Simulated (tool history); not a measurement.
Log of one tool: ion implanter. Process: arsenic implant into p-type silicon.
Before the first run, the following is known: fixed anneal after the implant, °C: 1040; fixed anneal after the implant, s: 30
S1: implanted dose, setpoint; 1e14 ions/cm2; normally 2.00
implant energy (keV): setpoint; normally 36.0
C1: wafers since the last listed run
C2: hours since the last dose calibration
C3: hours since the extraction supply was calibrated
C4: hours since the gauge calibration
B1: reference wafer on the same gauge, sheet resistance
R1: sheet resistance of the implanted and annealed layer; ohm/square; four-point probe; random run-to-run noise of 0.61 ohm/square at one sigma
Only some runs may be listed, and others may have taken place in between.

Run 1, day 0.000: usual settings; C1 0; C2 462.2; C3 1725.2; C4 1006.1; B1 414.95. Result: R1 410.57 ohm/square.
Run 2, day 2.825: usual settings but S1 2.24 1e14 ions/cm2, implant energy (keV) 40.5; C1 2604; C2 530.0; C3 1793.0; C4 1073.9; B1 415.20. Result: R1 372.00 ohm/square.
Run 3, day 4.329: usual settings; C1 1386; C2 566.1; C3 1829.1; C4 1110.0; B1 414.93. Result: R1 410.52 ohm/square.
Run 4, day 6.908: usual settings; C1 2378; C2 628.0; C3 1891.0; C4 1171.9; B1 414.90. Result: R1 412.14 ohm/square.
Run 5, day 9.758: usual settings; C1 2627; C2 696.4; C3 1959.4; C4 1240.3; B1 414.94. Result: R1 412.13 ohm/square.
Run 6, day 11.425: usual settings but S1 2.35 1e14 ions/cm2; C1 1536; C2 736.4; C3 1999.4; C4 1280.3; B1 415.09. Result: R1 366.31 ohm/square.
At day 12.408: Faraday cup replaced and dose calibrated.
Run 7, day 15.088: usual settings but S1 2.35 1e14 ions/cm2; C1 3069; C2 64.3; C3 2087.3; C4 1368.2; B1 415.03. Result: R1 362.13 ohm/square.
Run 8, day 18.412: usual settings; C1 3065; C2 144.1; C3 2167.1; C4 1448.0; B1 414.94. Result: R1 409.91 ohm/square.
Run 9, day 20.112: usual settings; C1 1567; C2 184.9; C3 2207.9; C4 1488.8; B1 415.19. Result: R1 409.21 ohm/square.
Run 10, day 23.321: usual settings; C1 2958; C2 261.9; C3 2284.9; C4 1565.8; B1 415.08. Result: R1 409.29 ohm/square.
Run 11, day 25.367: usual settings; C1 1886; C2 311.0; C3 2334.0; C4 1614.9; B1 414.90. Result: R1 410.88 ohm/square.
Run 12, day 28.729: usual settings but S1 1.74 1e14 ions/cm2, implant energy (keV) 42.0; C1 3100; C2 391.7; C3 2414.7; C4 1695.6; B1 415.03. Result: R1 444.03 ohm/square.
Run 13, day 30.450: usual settings but S1 1.74 1e14 ions/cm2, implant energy (keV) 42.0; C1 1586; C2 433.0; C3 2456.0; C4 1736.9; B1 415.03. Result: R1 443.35 ohm/square.
Run 14, day 32.338: usual settings but implant energy (keV) 30.0; C1 1740; C2 478.3; C3 2501.3; C4 1782.2; B1 414.98. Result: R1 422.90 ohm/square.
Run 15, day 34.888: usual settings but implant energy (keV) 30.0; C1 2351; C2 539.5; C3 2562.5; C4 1843.4; B1 414.93. Result: R1 423.54 ohm/square.
Run 16, day 41.038: usual settings but S1 2.51 1e14 ions/cm2, implant energy (keV) 48.5; C1 5670; C2 687.1; C3 2710.1; C4 1991.0; B1 415.02. Result: R1 333.47 ohm/square.
At day 42.608: Faraday cup replaced and dose calibrated.
Run 17, day 42.850: usual settings; C1 1363; C2 5.8; C3 2753.6; C4 2034.5; B1 415.03. Result: R1 409.18 ohm/square.
At day 45.754: gauge calibrated.
Run 18, day 46.817: usual settings; C1 3657; C2 101.0; C3 2848.8; C4 25.5; B1 414.92. Result: R1 408.90 ohm/square.
At day 47.462: extraction supply calibrated.
Run 19, day 49.258: usual settings but S1 2.38 1e14 ions/cm2, implant energy (keV) 44.0; C1 1943; C2 159.6; C3 43.1; C4 84.1; B1 414.98. Result: R1 349.05 ohm/square.
Run 20, day 51.729: usual settings but S1 1.51 1e14 ions/cm2; C1 2278; C2 218.9; C3 102.4; C4 143.4; B1 415.14. Result: R1 499.10 ohm/square.
Run 21, day 53.296: usual settings but S1 1.83 1e14 ions/cm2, implant energy (keV) 48.0; C1 1444; C2 256.5; C3 140.0; C4 181.0; B1 414.85. Result: R1 416.07 ohm/square.
Run 22, day 57.700: usual settings but S1 2.39 1e14 ions/cm2, implant energy (keV) 47.5; C1 4060; C2 362.2; C3 245.7; C4 286.7; B1 414.93. Result: R1 344.01 ohm/square.
Run 23, day 59.483: usual settings but S1 1.83 1e14 ions/cm2, implant energy (keV) 24.5; C1 1644; C2 405.0; C3 288.5; C4 329.5; B1 415.02. Result: R1 461.84 ohm/square.
Run 24, day 63.492: usual settings but S1 2.24 1e14 ions/cm2, implant energy (keV) 25.0; C1 3695; C2 501.2; C3 384.7; C4 425.7; B1 415.14. Result: R1 397.71 ohm/square.
Run 25, day 68.146: usual settings but S1 2.38 1e14 ions/cm2, implant energy (keV) 29.5; C1 4291; C2 612.9; C3 496.4; C4 537.4; B1 414.89. Result: R1 370.51 ohm/square.
Run 26, day 71.221: usual settings; C1 2835; C2 686.7; C3 570.2; C4 611.2; B1 415.09. Result: R1 411.53 ohm/square.
Run 27, day 72.858: usual settings but S1 1.54 1e14 ions/cm2, implant energy (keV) 29.0; C1 1509; C2 726.0; C3 609.5; C4 650.5; B1 415.13. Result: R1 512.94 ohm/square.
Run 28, day 77.221: usual settings but S1 1.47 1e14 ions/cm2, implant energy (keV) 25.0; C1 4022; C2 830.7; C3 714.2; C4 755.2; B1 414.99. Result: R1 543.28 ohm/square.
At day 78.946: Faraday cup replaced and dose calibrated.
Run 29, day 78.967: usual settings; C1 1302; C2 0.5; C3 756.1; C4 797.1; B1 415.01. Result: R1 408.65 ohm/square.
Run 30, day 80.825: usual settings but S1 2.48 1e14 ions/cm2, implant energy (keV) 43.0; C1 1713; C2 45.1; C3 800.7; C4 841.7; B1 414.99. Result: R1 340.21 ohm/square.
Run 31, day 82.512: usual settings but S1 2.29 1e14 ions/cm2, implant energy (keV) 26.0; C1 1555; C2 85.6; C3 841.2; C4 882.2; B1 414.86. Result: R1 386.23 ohm/square.
Run 32, day 85.704: usual settings; C1 2942; C2 162.2; C3 917.8; C4 958.8; B1 415.09. Result: R1 409.56 ohm/square.
Run 33, day 88.121: usual settings but S1 2.51 1e14 ions/cm2, implant energy (keV) 30.5; C1 2228; C2 220.2; C3 975.8; C4 1016.8; B1 414.99. Result: R1 353.37 ohm/square.
Run 34, day 91.842: usual settings but S1 2.50 1e14 ions/cm2, implant energy (keV) 31.0; C1 3430; C2 309.5; C3 1065.1; C4 1106.1; B1 414.96. Result: R1 354.99 ohm/square.
Run 35, day 100.779: usual settings; C1 8240; C2 524.0; C3 1279.6; C4 1320.6; B1 415.09. Result: R1 411.54 ohm/square.
Run 36, day 110.950: usual settings but S1 2.45 1e14 ions/cm2; C1 9377; C2 768.1; C3 1523.7; C4 1564.7; B1 414.92. Result: R1 355.95 ohm/square.
At day 111.621: Faraday cup replaced and dose calibrated.
Run 37, day 114.475: usual settings; C1 2942; C2 68.5; C3 1608.3; C4 1649.3; B1 415.01. Result: R1 410.08 ohm/square.
Run 38, day 117.042: usual settings but S1 1.69 1e14 ions/cm2, implant energy (keV) 27.0; C1 2366; C2 130.1; C3 1669.9; C4 1710.9; B1 415.09. Result: R1 483.54 ohm/square.

Take each entry between the runs: how does the hidden state at the last listed run before it differ from the hidden state at the first listed run after it?
Run 6 -> run 7: Faraday cup replaced and dose calibrated (day 12.408)
  deviation of the true dose from the Faraday cup's reading, %: -1.15 -> 0.0113; deviation of the true energy from its setpoint, %: -3.4 -> -3.45
  difference, measured minus the result without the unlogged condition, R1: +4.93 -> +1.77 ohm/square
Run 16 -> run 17: Faraday cup replaced and dose calibrated (day 42.608)
  deviation of the true dose from the Faraday cup's reading, %: -1.02 -> 0.167; deviation of the true energy from its setpoint, %: -3.71 -> -3.72
  difference, measured minus the result without the unlogged condition, R1: +4.32 -> +1.82 ohm/square
Run 17 -> run 18: gauge calibrated (day 45.754)
  deviation of the true dose from the Faraday cup's reading, %: 0.167 -> 0.0101; deviation of the true energy from its setpoint, %: -3.72 -> -3.75
  difference, measured minus the result without the unlogged condition, R1: +1.82 -> +2.30 ohm/square
Run 18 -> run 19: extraction supply calibrated (day 47.462)
  deviation of the true dose from the Faraday cup's reading, %: 0.0101 -> -0.0867; deviation of the true energy from its setpoint, %: -3.75 -> -0.423
  difference, measured minus the result without the unlogged condition, R1: +2.30 -> +0.44 ohm/square
Run 28 -> run 29: Faraday cup replaced and dose calibrated (day 78.946)
  deviation of the true dose from the Faraday cup's reading, %: -1.2 -> 0.116; deviation of the true energy from its setpoint, %: -2.33 -> -2.41
  difference, measured minus the result without the unlogged condition, R1: +6.65 -> +1.15 ohm/square
Run 36 -> run 37: Faraday cup replaced and dose calibrated (day 111.621)
  deviation of the true dose from the Faraday cup's reading, %: -1.15 -> -0.235; deviation of the true energy from its setpoint, %: -3.47 -> -3.55
  difference, measured minus the result without the unlogged condition, R1: +4.81 -> +2.91 ohm/square

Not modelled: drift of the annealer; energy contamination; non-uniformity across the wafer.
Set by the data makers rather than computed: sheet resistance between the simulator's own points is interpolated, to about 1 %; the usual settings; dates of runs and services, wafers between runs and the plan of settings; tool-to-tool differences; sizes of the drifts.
